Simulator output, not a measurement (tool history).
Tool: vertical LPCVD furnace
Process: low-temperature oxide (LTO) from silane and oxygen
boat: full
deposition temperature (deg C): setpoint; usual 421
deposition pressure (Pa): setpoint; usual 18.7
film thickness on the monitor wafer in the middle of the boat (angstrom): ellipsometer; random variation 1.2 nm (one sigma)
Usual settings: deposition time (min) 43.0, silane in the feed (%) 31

run   hour  deposition temperature (deg C)  deposition pressure (Pa)  deposition time (min)  silane in the feed (%)  read-back reference wafer on the same gauge, thickness  film thickness on the monitor wafer in the middle of the boat (angstrom)
  1    0.0                             421                      18.7                   43.0                      31                                                  223.51                                                                    2238.2
  2   62.5                             421                      18.7                   43.0                      31                                                  224.10                                                                    2256.9
  3   96.5                             421                      18.7                   43.0                      31                                                  224.02                                                                    2261.6
  4  160.7                             421                      18.7                   43.0                      31                                                  224.93                                                                    2277.4
  5  218.0                             421                      18.7                   43.0                      31                                                  225.46                                                                    2274.9
     274.5  -- silane flow controller replaced
  6  275.0                             421                      18.7                   43.0                      31                                                  225.83                                                                    2266.4
  7  290.8                             418                      18.7                   43.0                      31                                                  225.97                                                                    2216.0
  8  354.7                             418                      18.7                   43.0                      31                                                  226.53                                                                    2227.0
  9  402.9                             421                      18.7                   38.5                      31                                                  227.37                                                                    2060.0
 10  429.5                             421                      18.7                   27.5                      31                                                  226.66                                                                    1470.9
     430.3  -- gauge calibrated
 11  476.1                             421                      16.0                   60.0                      27                                                  221.44                                                                    2189.8
     522.5  -- pressure gauge zeroed
 12  592.1                             421                      18.7                   43.0                      27                                                  222.41                                                                    1842.2
 13  623.9                             421                      18.7                   37.0                      29                                                  222.57                                                                    1759.3
     654.3  -- thermocouples replaced and temperature profile calibrated
 14  657.4                             421                      18.7                   43.0                      31                                                  222.91                                                                    2239.9
 15  716.3                             421                      18.7                   43.0                      31                                                  223.68                                                                    2248.1
 16  748.1                             421                      16.0                   60.0                      27                                                  224.39                                                                    2214.3
 17  788.2                             429                      22.7                   48.5                      37                                                  224.34                                                                    4265.9
 18  843.5                             421                      18.7                   43.0                      26                                                  225.31                                                                    1758.3

4 ways to go on from here, each from the tool as it stands after run 18. What would each give?
  A  848.4                             421                      18.7                   43.0                      31                                                       ?                                                                         ?
  B  848.4                             421                      14.7                   43.0                      33                                                       ?                                                                         ?
  C  848.4                             429                      22.7                   38.0                      34                                                       ?                                                                         ?
  D  848.4                             430                      16.7                   43.0                      31                                                       ?                                                                         ?

run  read-back reference wafer on the same gauge, thickness  film thickness on the monitor wafer in the middle of the boat (angstrom)
  A                                                  224.66                                                                    2289.1
  B                                                  224.66                                                                    1957.6
  C                                                  224.66                                                                    3024.3
  D                                                  224.66                                                                    2251.1
Without the tool's hidden state the same runs would have given:
run  film thickness on the monitor wafer in the middle of the boat (angstrom)
  A                                                                    2260.6
  B                                                                    1933.3
  C                                                                    2986.7
  D                                                                    2223.1
